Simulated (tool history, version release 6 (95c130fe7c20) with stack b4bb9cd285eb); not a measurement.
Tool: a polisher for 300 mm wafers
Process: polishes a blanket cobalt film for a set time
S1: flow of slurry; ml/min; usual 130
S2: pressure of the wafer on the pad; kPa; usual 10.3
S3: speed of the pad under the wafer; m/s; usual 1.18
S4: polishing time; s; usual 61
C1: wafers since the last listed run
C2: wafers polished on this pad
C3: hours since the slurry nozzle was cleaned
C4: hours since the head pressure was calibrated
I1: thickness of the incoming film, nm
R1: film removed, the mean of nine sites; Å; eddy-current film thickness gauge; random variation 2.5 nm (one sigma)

run 1 hour=0 | S1=145 S2=10.3 S3=1.18 S4=61 | C1=0 C2=2441 C3=228.6 C4=339.6 | I1=793.5 | R1=2272
run 2 hour=36.5 | S1=145 S2=10.3 S3=1.18 S4=61 | C1=411 C2=2853 C3=265.1 C4=376.1 | I1=792.9 | R1=2253
-- hour=85.5 worn pad replaced by a new one
run 3 hour=91.5 | S1=145 S2=10.3 S3=1.18 S4=61 | C1=574 C2=67 C3=320.1 C4=431.1 | I1=797.3 | R1=2271
-- hour=99.4 slurry nozzle cleaned
run 4 hour=167.1 | S1=130 S2=10.3 S3=1.18 S4=61 | C1=841 C2=908 C3=67.7 C4=506.7 | I1=797.1 | R1=2204
-- hour=380.5 worn pad replaced by a new one
run 5 hour=396.2 | S1=130 S2=10.3 S3=1.18 S4=61 | C1=2537 C2=177 C3=296.8 C4=735.8 | I1=775 | R1=2227
-- hour=460.3 slurry nozzle cleaned
run 6 hour=463.1 | S1=130 S2=10.3 S3=1.18 S4=61 | C1=742 C2=920 C3=2.8 C4=802.7 | I1=790.9 | R1=2176
run 7 hour=546.4 | S1=130 S2=11 S3=1.18 S4=61 | C1=939 C2=1859 C3=86.1 C4=886 | I1=786.6 | R1=2338
-- hour=619.2 worn pad replaced by a new one
run 8 hour=619.7 | S1=130 S2=11 S3=1.18 S4=61 | C1=781 C2=5 C3=159.4 C4=959.3 | I1=803.3 | R1=2362
run 9 hour=681.2 | S1=130 S2=7.6 S3=1.02 S4=61 | C1=693 C2=699 C3=220.9 C4=1020.8 | I1=792 | R1=1451
-- hour=820.3 slurry nozzle cleaned
run 10 hour=824.1 | S1=155 S2=10.3 S3=1.06 S4=61 | C1=1599 C2=2299 C3=3.8 C4=1163.7 | I1=790.8 | R1=2090
-- hour=856.5 worn pad replaced by a new one
-- hour=885.1 head pressure recalibrated
run 11 hour=885.6 | S1=130 S2=10.3 S3=1.48 S4=45 | C1=625 C2=305 C3=65.3 C4=0.5 | I1=793.6 | R1=1977
run 12 hour=944.3 | S1=145 S2=9.7 S3=1.18 S4=61 | C1=661 C2=967 C3=124 C4=59.2 | I1=800.7 | R1=2156
run 13 hour=1038.9 | S1=95 S2=11.7 S3=1.18 S4=61 | C1=1066 C2=2033 C3=218.6 C4=153.8 | I1=788.8 | R1=2395
-- hour=1121 worn pad replaced by a new one
run 14 hour=1138.3 | S1=160 S2=10.3 S3=1.02 S4=61 | C1=1075 C2=195 C3=318 C4=253.2 | I1=784.8 | R1=2026
-- hour=1189.9 slurry nozzle cleaned
run 15 hour=1223.2 | S1=130 S2=10.3 S3=1.18 S4=61 | C1=945 C2=1141 C3=33.3 C4=338.1 | I1=795.3 | R1=2184
run 16 hour=1313.4 | S1=130 S2=10.3 S3=1.18 S4=61 | C1=1016 C2=2158 C3=123.5 C4=428.3 | I1=790.4 | R1=2204

Forecast each of these 4 alternatives for the next run:
run A hour=1313.8 | S1=115 S2=10.3 S3=1.18 S4=61 | C1=4 C2=2162 C3=123.9 C4=428.7 | I1=795.9 | R1=?
run B hour=1313.8 | S1=130 S2=10.3 S3=1.6 S4=75 | C1=4 C2=2162 C3=123.9 C4=428.7 | I1=795.9 | R1=?
run C hour=1313.8 | S1=130 S2=10.3 S3=1.18 S4=45 | C1=4 C2=2162 C3=123.9 C4=428.7 | I1=795.9 | R1=?
run D hour=1313.8 | S1=130 S2=10.3 S3=1.18 S4=76 | C1=4 C2=2162 C3=123.9 C4=428.7 | I1=795.9 | R1=?

run=A R1=2120
run=B R1=3442
run=C R1=1600
run=D R1=2702
Without the tool's hidden state the same runs would have given:
run=A R1=2120
run=B R1=3442
run=C R1=1600
run=D R1=2702
